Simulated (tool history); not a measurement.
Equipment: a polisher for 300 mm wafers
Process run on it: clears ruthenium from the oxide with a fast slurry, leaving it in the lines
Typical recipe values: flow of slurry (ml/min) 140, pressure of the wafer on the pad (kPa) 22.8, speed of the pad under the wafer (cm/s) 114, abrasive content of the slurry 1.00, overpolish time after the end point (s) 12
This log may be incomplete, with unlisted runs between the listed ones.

run	day	flow of slurry (ml/min)	pressure of the wafer on the pad (kPa)	speed of the pad under the wafer (cm/s)	abrasive content of the slurry	overpolish time after the end point (s)	incoming thickness of the incoming film, nm	time until the end point was called (s)	dishing of a wide line in a test structure (nm)
1	0.000	140	22.8	114	1.00	12	210.6	36.3	58.3
2	1.117	140	22.8	114	1.15	12	210.2	33.3	60.7
3	1.721	140	22.8	114	1.15	12	211.1	33.7	61.0
4	2.638	140	22.8	114	1.00	12	209.2	35.5	57.4
5	3.421	140	22.8	128	1.00	12	209.1	32.4	63.0
# day 4.071: worn pad replaced by a new one
6	4.550	140	22.8	114	1.00	12	211.0	35.2	56.8
# day 4.675: slurry blender recalibrated
7	5.958	140	22.8	114	1.00	12	210.1	35.2	57.6
8	6.933	140	22.8	114	1.00	12	209.5	35.2	57.4
9	8.392	140	22.8	114	1.00	12	207.4	34.4	57.2
10	9.329	140	22.8	114	1.00	12	212.3	35.2	59.2
11	10.742	155	22.8	140	1.00	12	210.0	29.2	69.0
# day 10.912: worn pad replaced by a new one
12	11.608	140	22.8	126	0.90	12	211.9	34.4	60.0
13	12.417	140	22.8	114	1.00	14	209.6	34.8	67.8
# day 12.771: slurry blender recalibrated
14	13.671	140	14.5	152	1.00	12	209.7	38.5	53.1
15	14.938	160	22.8	114	1.00	8	211.0	33.6	40.9
16	16.325	140	22.8	114	1.15	12	206.4	32.1	60.8
17	17.279	140	22.8	90	1.00	12	208.9	41.4	50.3
# day 17.762: slurry nozzle cleaned
# day 18.217: worn pad replaced by a new one
18	18.654	140	16.5	114	1.00	7	209.6	43.1	28.5
19	19.958	140	22.8	114	1.00	12	207.6	33.5	59.7
# day 20.500: slurry blender recalibrated
20	20.525	140	15.9	114	1.00	12	209.7	44.3	45.9
21	21.954	185	22.8	114	1.10	12	210.4	31.2	65.6
# day 22.600: head pressure recalibrated
22	22.938	140	15.9	114	1.20	16	208.4	43.5	63.0
23	24.312	140	22.8	80	1.00	12	211.9	48.4	43.6
24	25.167	95	30.3	84	1.00	12	209.0	38.9	52.4
# day 26.504: worn pad replaced by a new one
25	26.592	140	22.8	114	1.30	12	208.0	31.4	64.0
26	28.033	140	22.8	114	1.00	12	211.6	36.3	56.8
# day 28.829: slurry blender recalibrated
27	29.417	180	25.5	114	1.00	12	211.9	32.2	63.3
28	30.367	140	22.8	102	1.00	12	207.7	39.2	51.7
29	31.283	105	22.8	148	1.00	7	213.9	31.4	39.7

Each row is a separate what-if for the run after 29, all from the same tool condition, not one after another. Results?
A	31.300	140	22.8	132	1.00	12	206.6	?	?
B	31.300	140	22.8	78	0.80	5	206.6	?	?
C	31.300	140	22.8	100	0.75	12	206.6	?	?

run	time until the end point was called (s)	dishing of a wide line in a test structure (nm)
A	31.5	61.2
B	54.1	16.6
C	46.7	43.2
Stripped of hidden state, with their random variation kept, the same runs would have yielded:
run	time until the end point was called (s)	dishing of a wide line in a test structure (nm)
A	31.5	61.2
B	54.1	16.5
C	46.7	43.2
